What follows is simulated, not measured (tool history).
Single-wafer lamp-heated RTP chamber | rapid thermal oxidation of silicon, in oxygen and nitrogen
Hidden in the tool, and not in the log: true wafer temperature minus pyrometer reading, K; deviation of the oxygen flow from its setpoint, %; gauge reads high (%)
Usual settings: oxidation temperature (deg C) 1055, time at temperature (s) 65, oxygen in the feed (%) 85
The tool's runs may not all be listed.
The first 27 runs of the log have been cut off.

run,day,oxidation temperature (deg C),time at temperature (s),oxygen in the feed (%),wafers since the last listed run,wafers since the last pyrometer calibration,hours since the oxygen flow controller was replaced,hours since the gauge calibration,"read-back reference wafer on the same gauge, thickness",oxide thickness on the monitor wafer (nm)
28,22.538,1055,65,85,381,3284,158.5,420.9,9.281,8.784
# day 23.567: pyrometer window cleaned and pyrometer calibrated
29,23.588,1055,65,85,230,6,183.7,446.1,9.304,8.487
30,24.558,1055,65,60,311,318,207,469.4,9.281,7.623
31,25.738,1032,55,72,378,697,235.3,497.7,9.281,6.519
# day 26.267: gauge calibrated
32,26.946,1030,65,98,388,1085,264.3,16.3,9.279,7.639
33,27.95,1055,65,85,322,1408,288.4,40.4,9.294,8.642
34,29.112,1055,50,66,373,1782,316.3,68.3,9.295,7.051
35,29.962,1029,65,77,273,2055,336.7,88.7,9.288,7.038
36,30.688,1063,65,85,232,2288,354.1,106.1,9.282,9.208
37,31.754,1055,65,98,342,2630,379.7,131.7,9.306,9.268

What if the next run were any one of these 5? Each begins from the tool's condition after run 37:
A,31.771,1055,38,85,5,2636,380.1,132.1,?,?
B,31.771,1064,33,62,5,2636,380.1,132.1,?,?
C,31.771,1074,65,93,5,2636,380.1,132.1,?,?
D,31.771,1030,81,93,5,2636,380.1,132.1,?,?
E,31.771,1063,65,98,5,2636,380.1,132.1,?,?

run,"read-back reference wafer on the same gauge, thickness",oxide thickness on the monitor wafer (nm)
A,9.282,6.851
B,9.282,6.128
C,9.282,10.176
D,9.282,8.327
E,9.282,9.64
What these runs would have given with no unlogged condition in the tool:
run,oxide thickness on the monitor wafer (nm)
A,6.693
B,5.989
C,9.947
D,8.125
E,9.418
